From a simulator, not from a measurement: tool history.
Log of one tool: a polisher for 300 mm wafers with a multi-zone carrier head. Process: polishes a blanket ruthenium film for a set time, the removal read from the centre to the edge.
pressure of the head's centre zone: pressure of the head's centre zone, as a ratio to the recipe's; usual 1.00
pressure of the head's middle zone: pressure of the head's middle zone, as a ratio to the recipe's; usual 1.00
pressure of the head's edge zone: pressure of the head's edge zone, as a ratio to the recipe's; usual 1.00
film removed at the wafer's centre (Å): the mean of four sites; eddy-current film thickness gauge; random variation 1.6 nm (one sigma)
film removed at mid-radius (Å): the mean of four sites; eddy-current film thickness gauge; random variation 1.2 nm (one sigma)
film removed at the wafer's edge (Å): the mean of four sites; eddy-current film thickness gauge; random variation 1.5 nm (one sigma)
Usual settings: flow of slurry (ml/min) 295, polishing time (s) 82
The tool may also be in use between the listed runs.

| run | hour | flow of slurry (ml/min) | pressure of the head's centre zone | pressure of the head's middle zone | pressure of the head's edge zone | polishing time (s) | wafers since the last listed run | wafers polished on this pad | hours since the slurry nozzle was cleaned | hours since the centre zone pressure was calibrated | hours since the edge zone pressure was calibrated | hours since the carrier head's membrane was replaced | incoming thickness of the incoming film, nm | film removed at the wafer's centre (Å) | film removed at mid-radius (Å) | film removed at the wafer's edge (Å) |
|---|---|---|---|---|---|---|---|---|---|---|---|---|---|---|---|---|
| 1 | 0.0 | 295 | 1.00 | 1.00 | 1.00 | 82 | 0 | 117 | 383.7 | 1296.4 | 649.1 | 1083.5 | 541.8 | 1332 | 1384 | 1321 |
| 2 | 17.8 | 295 | 1.00 | 1.00 | 1.00 | 82 | 157 | 274 | 401.5 | 1314.2 | 666.9 | 1101.3 | 537.8 | 1324 | 1329 | 1313 |
| 3 | 32.8 | 295 | 1.00 | 1.00 | 1.00 | 82 | 132 | 406 | 416.5 | 1329.2 | 681.9 | 1116.3 | 537.0 | 1305 | 1310 | 1297 |
| 4 | 43.8 | 295 | 1.00 | 1.00 | 0.97 | 82 | 97 | 504 | 427.5 | 1340.2 | 692.9 | 1127.3 | 549.2 | 1269 | 1310 | 1277 |
| 5 | 51.4 | 295 | 1.00 | 1.09 | 1.00 | 68 | 67 | 571 | 435.1 | 1347.8 | 700.5 | 1134.9 | 542.1 | 1061 | 1181 | 1062 |
|  | 60.7 | worn pad replaced by a new one |
| 6 | 66.2 | 295 | 1.00 | 1.00 | 1.00 | 82 | 95 | 48 | 449.9 | 1362.6 | 715.3 | 1149.7 | 547.3 | 1210 | 1229 | 1192 |
| 7 | 72.8 | 295 | 1.00 | 1.00 | 1.00 | 82 | 58 | 106 | 456.5 | 1369.2 | 721.9 | 1156.3 | 535.1 | 1191 | 1191 | 1188 |
| 8 | 83.2 | 295 | 1.00 | 1.00 | 1.00 | 82 | 91 | 198 | 466.9 | 1379.6 | 732.3 | 1166.7 | 539.5 | 1146 | 1195 | 1176 |
|  | 92.0 | worn pad replaced by a new one, repeated, since the last time left the tool worse |
| 9 | 92.5 | 295 | 1.00 | 1.04 | 1.00 | 82 | 46 | 4 | 476.2 | 1388.9 | 741.6 | 1176.0 | 541.3 | 1366 | 1429 | 1347 |
|  | 100.0 | centre zone pressure recalibrated |
| 10 | 100.8 | 295 | 1.00 | 1.04 | 1.00 | 82 | 55 | 60 | 484.5 | 0.8 | 749.9 | 1184.3 | 531.8 | 1346 | 1431 | 1343 |
| 11 | 107.9 | 295 | 1.00 | 1.00 | 1.00 | 82 | 62 | 123 | 491.6 | 7.9 | 757.0 | 1191.4 | 539.6 | 1307 | 1390 | 1337 |
| 12 | 124.5 | 295 | 1.10 | 0.92 | 1.00 | 82 | 146 | 269 | 508.2 | 24.5 | 773.6 | 1208.0 | 536.8 | 1430 | 1249 | 1327 |
|  | 133.6 | edge zone pressure recalibrated |
| 13 | 139.8 | 240 | 1.00 | 1.00 | 1.00 | 54 | 117 | 387 | 523.5 | 39.8 | 6.2 | 1223.3 | 548.6 | 844 | 859 | 853 |
| 14 | 157.8 | 205 | 1.00 | 1.09 | 0.89 | 66 | 159 | 546 | 541.5 | 57.8 | 24.2 | 1241.3 | 534.6 | 971 | 1098 | 944 |
|  | 162.4 | worn pad replaced by a new one |
|  | 168.6 | carrier head's membrane replaced by a new one |
| 15 | 169.1 | 295 | 1.00 | 1.00 | 1.00 | 82 | 20 | 15 | 552.8 | 69.1 | 35.5 | 0.5 | 537.7 | 1340 | 1373 | 1363 |
|  | 173.9 | slurry nozzle cleaned |
| 16 | 181.7 | 210 | 1.00 | 1.00 | 0.92 | 109 | 102 | 117 | 7.8 | 81.7 | 48.1 | 13.1 | 538.3 | 1743 | 1770 | 1706 |
| 17 | 195.5 | 295 | 0.94 | 1.00 | 0.90 | 82 | 121 | 239 | 21.6 | 95.5 | 61.9 | 26.9 | 541.4 | 1227 | 1348 | 1244 |
|  | 232.7 | worn pad replaced by a new one |
| 18 | 236.8 | 250 | 1.00 | 1.04 | 1.00 | 68 | 329 | 36 | 62.9 | 136.8 | 103.2 | 68.2 | 535.2 | 1095 | 1174 | 1096 |
| 19 | 252.9 | 295 | 1.11 | 0.90 | 1.00 | 107 | 142 | 178 | 79.0 | 152.9 | 119.3 | 84.3 | 550.4 | 1918 | 1641 | 1716 |
| 20 | 259.6 | 235 | 1.04 | 0.90 | 1.00 | 110 | 59 | 237 | 85.7 | 159.6 | 126.0 | 91.0 | 532.6 | 1827 | 1636 | 1738 |

3 ways to go on from here, each from the tool as it stands after run 20. What would each give?
| A | 260.1 | 295 | 1.00 | 1.00 | 1.00 | 82 | 4 | 242 | 86.2 | 160.1 | 126.5 | 91.5 | 545.7 | ? | ? | ? |
| B | 260.1 | 295 | 1.00 | 1.00 | 1.00 | 55 | 4 | 242 | 86.2 | 160.1 | 126.5 | 91.5 | 545.7 | ? | ? | ? |
| C | 260.1 | 295 | 1.00 | 1.00 | 1.11 | 82 | 4 | 242 | 86.2 | 160.1 | 126.5 | 91.5 | 545.7 | ? | ? | ? |

| run | film removed at the wafer's centre (Å) | film removed at mid-radius (Å) | film removed at the wafer's edge (Å) |
|---|---|---|---|
| A | 1303 | 1358 | 1304 |
| B | 874 | 911 | 875 |
| C | 1303 | 1357 | 1374 |
Without the tool's hidden state the same runs would have given:
| run | film removed at the wafer's centre (Å) | film removed at mid-radius (Å) | film removed at the wafer's edge (Å) |
|---|---|---|---|
| A | 1352 | 1409 | 1354 |
| B | 907 | 945 | 908 |
| C | 1352 | 1409 | 1426 |
